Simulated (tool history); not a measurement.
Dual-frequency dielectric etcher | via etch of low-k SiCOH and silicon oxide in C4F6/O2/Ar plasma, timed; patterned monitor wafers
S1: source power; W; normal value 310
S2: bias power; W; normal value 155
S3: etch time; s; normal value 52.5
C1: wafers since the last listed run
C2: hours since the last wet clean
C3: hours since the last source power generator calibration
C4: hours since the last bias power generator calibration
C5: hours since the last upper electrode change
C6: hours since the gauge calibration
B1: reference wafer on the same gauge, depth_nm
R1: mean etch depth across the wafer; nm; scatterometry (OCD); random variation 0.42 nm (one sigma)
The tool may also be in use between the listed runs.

{"run": 1, "day": 0.0, "S1": 310, "S2": 155, "S3": 52.5, "C1": 0, "C2": 387.2, "C3": 4722.9, "C4": 2546.2, "C5": 5597.3, "C6": 137.5, "B1": 144, "R1": 133.3}
{"day": 0.254, "done": "wet clean of the chamber"}
{"run": 2, "day": 1.121, "S1": 310, "S2": 155, "S3": 52.5, "C1": 235, "C2": 20.8, "C3": 4749.8, "C4": 2573.1, "C5": 5624.2, "C6": 164.4, "B1": 143.9, "R1": 128.2}
{"run": 3, "day": 2.15, "S1": 310, "S2": 155, "S3": 47, "C1": 279, "C2": 45.5, "C3": 4774.5, "C4": 2597.8, "C5": 5648.9, "C6": 189.1, "B1": 144.1, "R1": 115.3}
{"run": 4, "day": 3.233, "S1": 310, "S2": 155, "S3": 47, "C1": 294, "C2": 71.5, "C3": 4800.5, "C4": 2623.8, "C5": 5674.9, "C6": 215.1, "B1": 144.1, "R1": 115.6}
{"run": 5, "day": 4.308, "S1": 310, "S2": 155, "S3": 47, "C1": 291, "C2": 97.3, "C3": 4826.3, "C4": 2649.6, "C5": 5700.7, "C6": 240.9, "B1": 144, "R1": 115}
{"run": 6, "day": 5.033, "S1": 310, "S2": 155, "S3": 52.5, "C1": 196, "C2": 114.7, "C3": 4843.7, "C4": 2667, "C5": 5718.1, "C6": 258.3, "B1": 143.9, "R1": 129.5}
{"run": 7, "day": 5.838, "S1": 310, "S2": 155, "S3": 52.5, "C1": 218, "C2": 134, "C3": 4863, "C4": 2686.3, "C5": 5737.4, "C6": 277.6, "B1": 143.9, "R1": 128.7}
{"run": 8, "day": 7.2, "S1": 310, "S2": 155, "S3": 44.5, "C1": 369, "C2": 166.7, "C3": 4895.7, "C4": 2719, "C5": 5770.1, "C6": 310.3, "B1": 143.9, "R1": 109.1}
{"run": 9, "day": 8.171, "S1": 310, "S2": 155, "S3": 44.5, "C1": 263, "C2": 190, "C3": 4919, "C4": 2742.3, "C5": 5793.4, "C6": 333.6, "B1": 143.9, "R1": 110.1}
{"run": 10, "day": 9.325, "S1": 310, "S2": 155, "S3": 52.5, "C1": 313, "C2": 217.7, "C3": 4946.7, "C4": 2770, "C5": 5821.1, "C6": 361.3, "B1": 144, "R1": 130.3}
{"day": 9.65, "done": "gauge calibrated"}
{"run": 11, "day": 9.9, "S1": 310, "S2": 155, "S3": 52.5, "C1": 156, "C2": 231.5, "C3": 4960.5, "C4": 2783.8, "C5": 5834.9, "C6": 6, "B1": 143.9, "R1": 130.9}
{"day": 10.658, "done": "bias power generator calibrated"}
{"run": 12, "day": 11.146, "S1": 260, "S2": 172, "S3": 45.5, "C1": 293, "C2": 261.4, "C3": 4990.4, "C4": 11.7, "C5": 5864.8, "C6": 35.9, "B1": 143.9, "R1": 113.8}
{"run": 13, "day": 11.796, "S1": 310, "S2": 155, "S3": 52.5, "C1": 176, "C2": 277, "C3": 5006, "C4": 27.3, "C5": 5880.4, "C6": 51.5, "B1": 144, "R1": 131.1}
{"run": 14, "day": 12.942, "S1": 260, "S2": 188, "S3": 52.5, "C1": 311, "C2": 304.5, "C3": 5033.5, "C4": 54.8, "C5": 5907.9, "C6": 79, "B1": 144.1, "R1": 137.5}
{"run": 15, "day": 13.696, "S1": 290, "S2": 143, "S3": 61.5, "C1": 204, "C2": 322.6, "C3": 5051.6, "C4": 72.9, "C5": 5926, "C6": 97.1, "B1": 143.8, "R1": 147.1}
{"run": 16, "day": 14.671, "S1": 310, "S2": 155, "S3": 44.5, "C1": 264, "C2": 346, "C3": 5075, "C4": 96.3, "C5": 5949.4, "C6": 120.5, "B1": 143.9, "R1": 111.5}
{"day": 16.467, "done": "wet clean of the chamber"}
{"run": 17, "day": 16.488, "S1": 310, "S2": 155, "S3": 52.5, "C1": 221, "C2": 0.5, "C3": 5118.6, "C4": 139.9, "C5": 5993, "C6": 164.1, "B1": 143.9, "R1": 127.3}
{"day": 17.058, "done": "source power generator calibrated"}
{"day": 17.846, "done": "upper electrode replaced"}
{"run": 18, "day": 17.867, "S1": 280, "S2": 155, "S3": 52.5, "C1": 115, "C2": 33.6, "C3": 19.4, "C4": 173, "C5": 0.5, "C6": 197.2, "B1": 144, "R1": 124.3}
{"run": 19, "day": 17.921, "S1": 310, "S2": 121, "S3": 58.5, "C1": 14, "C2": 34.9, "C3": 20.7, "C4": 174.3, "C5": 1.8, "C6": 198.5, "B1": 144, "R1": 128.5}
{"run": 20, "day": 18.725, "S1": 330, "S2": 155, "S3": 48, "C1": 218, "C2": 54.2, "C3": 40, "C4": 193.6, "C5": 21.1, "C6": 217.8, "B1": 143.9, "R1": 118.6}
{"run": 21, "day": 19.762, "S1": 310, "S2": 155, "S3": 52.5, "C1": 281, "C2": 79.1, "C3": 64.9, "C4": 218.5, "C5": 46, "C6": 242.7, "B1": 144.1, "R1": 128}
{"run": 22, "day": 21.15, "S1": 310, "S2": 155, "S3": 63, "C1": 376, "C2": 112.4, "C3": 98.2, "C4": 251.8, "C5": 79.3, "C6": 276, "B1": 144.1, "R1": 153.6}
{"run": 23, "day": 22.462, "S1": 240, "S2": 138, "S3": 68, "C1": 356, "C2": 143.9, "C3": 129.7, "C4": 283.3, "C5": 110.8, "C6": 307.5, "B1": 144, "R1": 150.5}

Consider 4 possible next runs. They are alternatives, not a sequence: every one starts from the tool as it was left by run 23. What does each give?
{"run": "A", "day": 22.479, "S1": 310, "S2": 183, "S3": 52.5, "C1": 4, "C2": 144.3, "C3": 130.1, "C4": 283.7, "C5": 111.2, "C6": 307.9, "B1": "?", "R1": "?"}
{"run": "B", "day": 22.479, "S1": 290, "S2": 137, "S3": 52.5, "C1": 4, "C2": 144.3, "C3": 130.1, "C4": 283.7, "C5": 111.2, "C6": 307.9, "B1": "?", "R1": "?"}
{"run": "C", "day": 22.479, "S1": 310, "S2": 155, "S3": 65, "C1": 4, "C2": 144.3, "C3": 130.1, "C4": 283.7, "C5": 111.2, "C6": 307.9, "B1": "?", "R1": "?"}
{"run": "D", "day": 22.479, "S1": 270, "S2": 190, "S3": 57, "C1": 4, "C2": 144.3, "C3": 130.1, "C4": 283.7, "C5": 111.2, "C6": 307.9, "B1": "?", "R1": "?"}

run=A B1=143.9 R1=137.3
run=B B1=143.9 R1=120.6
run=C B1=143.9 R1=159.1
run=D B1=143.9 R1=146.9
With no hidden state in the tool, these same runs would have given:
run=A R1=135.4
run=B R1=119
run=C R1=157
run=D R1=144.9

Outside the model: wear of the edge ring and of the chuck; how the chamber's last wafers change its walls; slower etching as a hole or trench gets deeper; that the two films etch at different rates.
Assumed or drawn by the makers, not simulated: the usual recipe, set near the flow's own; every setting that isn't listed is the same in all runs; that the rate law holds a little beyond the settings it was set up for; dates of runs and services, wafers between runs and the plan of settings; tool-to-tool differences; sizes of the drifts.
